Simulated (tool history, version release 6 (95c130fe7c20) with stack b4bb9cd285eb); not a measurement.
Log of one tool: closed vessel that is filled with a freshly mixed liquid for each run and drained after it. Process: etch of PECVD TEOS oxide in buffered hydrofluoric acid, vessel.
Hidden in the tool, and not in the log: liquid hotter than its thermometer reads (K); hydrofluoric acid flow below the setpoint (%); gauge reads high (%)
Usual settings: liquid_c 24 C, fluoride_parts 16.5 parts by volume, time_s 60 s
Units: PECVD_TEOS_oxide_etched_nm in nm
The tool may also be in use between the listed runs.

run,hour,liquid_c,fluoride_parts,time_s,wafers since the last listed run,hours since the thermometer was replaced,hours since the hydrofluoric acid flow meter was replaced,hours since the gauge calibration,"read-back film thickness of the PECVD TEOS oxide reference wafer, read on the same gauge (nm)",PECVD_TEOS_oxide_etched_nm
1,0,27,20.5,60,0,1341.7,553.6,31.9,140,51.6
2,98.2,24,16.5,60,14331,1439.9,651.8,130.1,140.01,53.67
3,136.7,24,12.5,60,5618,1478.4,690.3,168.6,139.98,69.7
4,194.2,24,12.5,60,8391,1535.9,747.8,226.1,140,69.87
5,258.9,24,12.5,60,9442,1600.6,812.5,290.8,140.03,69.9
6,314,24,20,60,8041,1655.7,867.6,345.9,140.01,44.13
7,364.8,24,16.5,50,7413,1706.5,918.4,396.7,139.95,44.35
8,438.6,24,16.5,40,10770,1780.3,992.2,470.5,139.99,35.32
9,482.6,24,16.5,40,6421,1824.3,1036.2,514.5,140,35.22
10,573.3,24,16.5,40,13236,1915,1126.9,605.2,140,35.09
11,631.7,24,16.5,85,8522,1973.4,1185.3,663.6,139.97,74.14
12,717.9,24,16.5,85,12580,2059.6,1271.5,749.8,140,74.55
# hour 740.6: hydrofluoric acid flow meter replaced
13,816.7,24,16.5,85,14273,2158.4,76.1,848.6,140.01,78.82
14,995.6,24,16.5,60,26108,2337.3,255,1027.5,139.99,55.76
15,1080.9,21,16.5,60,12448,2422.6,340.3,1112.8,140.01,47.42
16,1157.6,24,12.5,60,11193,2499.3,417,1189.5,140,72.69
17,1265.5,24,20.5,80,15747,2607.2,524.9,1297.4,139.99,60.75
18,1312.7,21.5,10.5,35,6888,2654.4,572.1,1344.6,139.97,43.91
19,1400.4,22,16.5,60,12799,2742.1,659.8,1432.3,139.99,49.63
20,1501.3,24,14,60,14725,2843,760.7,1533.2,140,64.39
21,1588.4,21,16.5,75,12711,2930.1,847.8,1620.3,139.99,58.32
22,1669.6,24,16.5,60,11850,3011.3,929,1701.5,139.98,55.54
# hour 1714.9: thermometer replaced
23,1745.3,27,14,50,10901,30.4,1004.7,1777.2,140.01,57.98
# hour 1922.3: gauge calibrated
# hour 2021.7: hydrofluoric acid flow meter replaced
24,2042.4,19.5,21,75,43213,327.5,20.7,120.1,139.99,41.16

Run 25 comes next. What will it give?
25,2125.4,26.5,16.5,60,12113,410.5,103.7,203.1,?,?

Run 25 gave read-back film thickness of the PECVD TEOS oxide reference wafer, read on the same gauge (nm) 140.02, PECVD_TEOS_oxide_etched_nm 60.53 nm.
Without the tool's hidden state the same run would have given PECVD_TEOS_oxide_etched_nm 61.06 nm.
